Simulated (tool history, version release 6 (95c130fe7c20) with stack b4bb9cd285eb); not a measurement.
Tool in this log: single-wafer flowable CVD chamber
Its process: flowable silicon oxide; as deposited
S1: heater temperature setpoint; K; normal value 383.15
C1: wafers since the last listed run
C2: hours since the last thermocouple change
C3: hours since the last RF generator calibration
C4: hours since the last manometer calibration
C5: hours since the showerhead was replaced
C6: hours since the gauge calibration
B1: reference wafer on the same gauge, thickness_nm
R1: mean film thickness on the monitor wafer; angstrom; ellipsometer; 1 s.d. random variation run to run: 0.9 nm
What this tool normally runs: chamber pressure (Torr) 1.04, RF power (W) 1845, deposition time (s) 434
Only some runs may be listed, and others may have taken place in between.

{"run": 1, "hour": 0.0, "S1": 393.15, "chamber pressure (Torr)": 1.04, "RF power (W)": 1845, "deposition time (s)": 434, "C1": 0, "C2": 1575.0, "C3": 160.3, "C4": 1424.9, "C5": 8.3, "C6": 2012.6, "B1": 268.004, "R1": 2004.77}
{"run": 2, "hour": 63.5, "S1": 383.15, "chamber pressure (Torr)": 1.04, "RF power (W)": 2045, "deposition time (s)": 434, "C1": 360, "C2": 1638.5, "C3": 223.8, "C4": 1488.4, "C5": 71.8, "C6": 2076.1, "B1": 267.772, "R1": 2718.56}
{"hour": 112.5, "done": "thermocouple changed; heater temperature recalibrated"}
{"run": 3, "hour": 125.9, "S1": 383.15, "chamber pressure (Torr)": 1.04, "RF power (W)": 1845, "deposition time (s)": 434, "C1": 309, "C2": 13.4, "C3": 286.2, "C4": 1550.8, "C5": 134.2, "C6": 2138.5, "B1": 267.917, "R1": 2630.01}
{"run": 4, "hour": 201.2, "S1": 377.15, "chamber pressure (Torr)": 0.89, "RF power (W)": 1555, "deposition time (s)": 457, "C1": 427, "C2": 88.7, "C3": 361.5, "C4": 1626.1, "C5": 209.5, "C6": 2213.8, "B1": 267.534, "R1": 2693.25}
{"hour": 209.4, "done": "gauge calibrated"}
{"run": 5, "hour": 270.3, "S1": 389.15, "chamber pressure (Torr)": 1.25, "RF power (W)": 1615, "deposition time (s)": 374, "C1": 392, "C2": 157.8, "C3": 430.6, "C4": 1695.2, "C5": 278.6, "C6": 60.9, "B1": 268.352, "R1": 2205.5}
{"run": 6, "hour": 320.6, "S1": 383.15, "chamber pressure (Torr)": 1.04, "RF power (W)": 1845, "deposition time (s)": 434, "C1": 285, "C2": 208.1, "C3": 480.9, "C4": 1745.5, "C5": 328.9, "C6": 111.2, "B1": 267.397, "R1": 2627.71}
{"run": 7, "hour": 375.4, "S1": 383.15, "chamber pressure (Torr)": 1.04, "RF power (W)": 1845, "deposition time (s)": 434, "C1": 311, "C2": 262.9, "C3": 535.7, "C4": 1800.3, "C5": 383.7, "C6": 166.0, "B1": 268.241, "R1": 2625.97}
{"run": 8, "hour": 412.3, "S1": 383.15, "chamber pressure (Torr)": 1.15, "RF power (W)": 2165, "deposition time (s)": 466, "C1": 209, "C2": 299.8, "C3": 572.6, "C4": 1837.2, "C5": 420.6, "C6": 202.9, "B1": 267.505, "R1": 3226.92}
{"run": 9, "hour": 477.1, "S1": 395.15, "chamber pressure (Torr)": 1.17, "RF power (W)": 1845, "deposition time (s)": 434, "C1": 368, "C2": 364.6, "C3": 637.4, "C4": 1902.0, "C5": 485.4, "C6": 267.7, "B1": 268.436, "R1": 2136.79}
{"hour": 550.7, "done": "capacitance manometer re-zeroed and calibrated"}
{"run": 10, "hour": 551.2, "S1": 377.15, "chamber pressure (Torr)": 0.89, "RF power (W)": 1555, "deposition time (s)": 457, "C1": 375, "C2": 438.7, "C3": 711.5, "C4": 0.5, "C5": 559.5, "C6": 341.8, "B1": 267.878, "R1": 2693.85}
{"run": 11, "hour": 611.3, "S1": 398.15, "chamber pressure (Torr)": 1.04, "RF power (W)": 1845, "deposition time (s)": 434, "C1": 341, "C2": 498.8, "C3": 771.6, "C4": 60.6, "C5": 619.6, "C6": 401.9, "B1": 268.005, "R1": 1766.24}
{"run": 12, "hour": 710.3, "S1": 383.15, "chamber pressure (Torr)": 1.04, "RF power (W)": 1845, "deposition time (s)": 434, "C1": 562, "C2": 597.8, "C3": 870.6, "C4": 159.6, "C5": 718.6, "C6": 500.9, "B1": 268.038, "R1": 2636.25}
{"run": 13, "hour": 776.8, "S1": 372.15, "chamber pressure (Torr)": 1.04, "RF power (W)": 1625, "deposition time (s)": 464, "C1": 377, "C2": 664.3, "C3": 937.1, "C4": 226.1, "C5": 785.1, "C6": 567.4, "B1": 267.719, "R1": 3809.21}
{"run": 14, "hour": 859.2, "S1": 383.15, "chamber pressure (Torr)": 0.8, "RF power (W)": 1495, "deposition time (s)": 434, "C1": 468, "C2": 746.7, "C3": 1019.5, "C4": 308.5, "C5": 867.5, "C6": 649.8, "B1": 268.507, "R1": 1907.55}
{"run": 15, "hour": 946.2, "S1": 383.15, "chamber pressure (Torr)": 1.04, "RF power (W)": 1845, "deposition time (s)": 434, "C1": 494, "C2": 833.7, "C3": 1106.5, "C4": 395.5, "C5": 954.5, "C6": 736.8, "B1": 267.882, "R1": 2665.39}
{"run": 16, "hour": 1034.6, "S1": 383.15, "chamber pressure (Torr)": 0.82, "RF power (W)": 2135, "deposition time (s)": 456, "C1": 502, "C2": 922.1, "C3": 1194.9, "C4": 483.9, "C5": 1042.9, "C6": 825.2, "B1": 268.097, "R1": 2255.81}
{"run": 17, "hour": 1107.8, "S1": 383.15, "chamber pressure (Torr)": 1.04, "RF power (W)": 2005, "deposition time (s)": 434, "C1": 416, "C2": 995.3, "C3": 1268.1, "C4": 557.1, "C5": 1116.1, "C6": 898.4, "B1": 267.675, "R1": 2717.99}
{"run": 18, "hour": 1196.0, "S1": 393.15, "chamber pressure (Torr)": 0.86, "RF power (W)": 1845, "deposition time (s)": 397, "C1": 501, "C2": 1083.5, "C3": 1356.3, "C4": 645.3, "C5": 1204.3, "C6": 986.6, "B1": 268.145, "R1": 1519.2}
{"run": 19, "hour": 1295.3, "S1": 383.15, "chamber pressure (Torr)": 1.04, "RF power (W)": 1845, "deposition time (s)": 434, "C1": 564, "C2": 1182.8, "C3": 1455.6, "C4": 744.6, "C5": 1303.6, "C6": 1085.9, "B1": 267.719, "R1": 2663.65}
{"run": 20, "hour": 1363.6, "S1": 383.15, "chamber pressure (Torr)": 1.04, "RF power (W)": 1845, "deposition time (s)": 434, "C1": 388, "C2": 1251.1, "C3": 1523.9, "C4": 812.9, "C5": 1371.9, "C6": 1154.2, "B1": 268.119, "R1": 2679.89}
{"run": 21, "hour": 1408.9, "S1": 383.15, "chamber pressure (Torr)": 1.04, "RF power (W)": 1845, "deposition time (s)": 434, "C1": 257, "C2": 1296.4, "C3": 1569.2, "C4": 858.2, "C5": 1417.2, "C6": 1199.5, "B1": 268.173, "R1": 2642.94}
{"run": 22, "hour": 1513.0, "S1": 371.15, "chamber pressure (Torr)": 1.04, "RF power (W)": 1580, "deposition time (s)": 434, "C1": 591, "C2": 1400.5, "C3": 1673.3, "C4": 962.3, "C5": 1521.3, "C6": 1303.6, "B1": 268.197, "R1": 3661.15}
{"run": 23, "hour": 1594.6, "S1": 372.15, "chamber pressure (Torr)": 1.04, "RF power (W)": 1630, "deposition time (s)": 434, "C1": 463, "C2": 1482.1, "C3": 1754.9, "C4": 1043.9, "C5": 1602.9, "C6": 1385.2, "B1": 268.023, "R1": 3578.33}
{"run": 24, "hour": 1655.8, "S1": 383.15, "chamber pressure (Torr)": 1.04, "RF power (W)": 1845, "deposition time (s)": 404, "C1": 347, "C2": 1543.3, "C3": 1816.1, "C4": 1105.1, "C5": 1664.1, "C6": 1446.4, "B1": 267.763, "R1": 2489.32}
{"run": 25, "hour": 1755.7, "S1": 383.15, "chamber pressure (Torr)": 1.04, "RF power (W)": 1845, "deposition time (s)": 404, "C1": 567, "C2": 1643.2, "C3": 1916.0, "C4": 1205.0, "C5": 1764.0, "C6": 1546.3, "B1": 267.783, "R1": 2482.8}
{"hour": 1811.4, "done": "thermocouple changed; heater temperature recalibrated"}
{"run": 26, "hour": 1847.1, "S1": 383.15, "chamber pressure (Torr)": 1.04, "RF power (W)": 1845, "deposition time (s)": 434, "C1": 474, "C2": 35.7, "C3": 2007.4, "C4": 1296.4, "C5": 1855.4, "C6": 1637.7, "B1": 267.948, "R1": 2633.41}
{"run": 27, "hour": 1923.1, "S1": 383.15, "chamber pressure (Torr)": 1.16, "RF power (W)": 1650, "deposition time (s)": 434, "C1": 431, "C2": 111.7, "C3": 2083.4, "C4": 1372.4, "C5": 1931.4, "C6": 1713.7, "B1": 267.755, "R1": 2821.63}

Each row is a separate what-if for the run after 27, all from the same tool condition, not one after another. Results?
{"run": "A", "hour": 1923.6, "S1": 383.15, "chamber pressure (Torr)": 1.04, "RF power (W)": 1845, "deposition time (s)": 434, "C1": 2, "C2": 112.2, "C3": 2083.9, "C4": 1372.9, "C5": 1931.9, "C6": 1714.2, "B1": "?", "R1": "?"}
{"run": "B", "hour": 1923.6, "S1": 377.15, "chamber pressure (Torr)": 1.04, "RF power (W)": 1985, "deposition time (s)": 434, "C1": 2, "C2": 112.2, "C3": 2083.9, "C4": 1372.9, "C5": 1931.9, "C6": 1714.2, "B1": "?", "R1": "?"}
{"run": "C", "hour": 1923.6, "S1": 383.15, "chamber pressure (Torr)": 1.17, "RF power (W)": 1845, "deposition time (s)": 434, "C1": 2, "C2": 112.2, "C3": 2083.9, "C4": 1372.9, "C5": 1931.9, "C6": 1714.2, "B1": "?", "R1": "?"}
{"run": "D", "hour": 1923.6, "S1": 387.15, "chamber pressure (Torr)": 1.17, "RF power (W)": 2215, "deposition time (s)": 520, "C1": 2, "C2": 112.2, "C3": 2083.9, "C4": 1372.9, "C5": 1931.9, "C6": 1714.2, "B1": "?", "R1": "?"}
{"run": "E", "hour": 1923.6, "S1": 383.15, "chamber pressure (Torr)": 1.04, "RF power (W)": 1845, "deposition time (s)": 469, "C1": 2, "C2": 112.2, "C3": 2083.9, "C4": 1372.9, "C5": 1931.9, "C6": 1714.2, "B1": "?", "R1": "?"}

run=A B1=267.752 R1=2633.65
run=B B1=267.752 R1=3196.43
run=C B1=267.752 R1=2949.77
run=D B1=267.752 R1=3273.97
run=E B1=267.752 R1=2846.04
With no hidden state in the tool, these same runs would have given:
run=A R1=2619.16
run=B R1=3178.35
run=C R1=2933.54
run=D R1=3256.74
run=E R1=2830.38

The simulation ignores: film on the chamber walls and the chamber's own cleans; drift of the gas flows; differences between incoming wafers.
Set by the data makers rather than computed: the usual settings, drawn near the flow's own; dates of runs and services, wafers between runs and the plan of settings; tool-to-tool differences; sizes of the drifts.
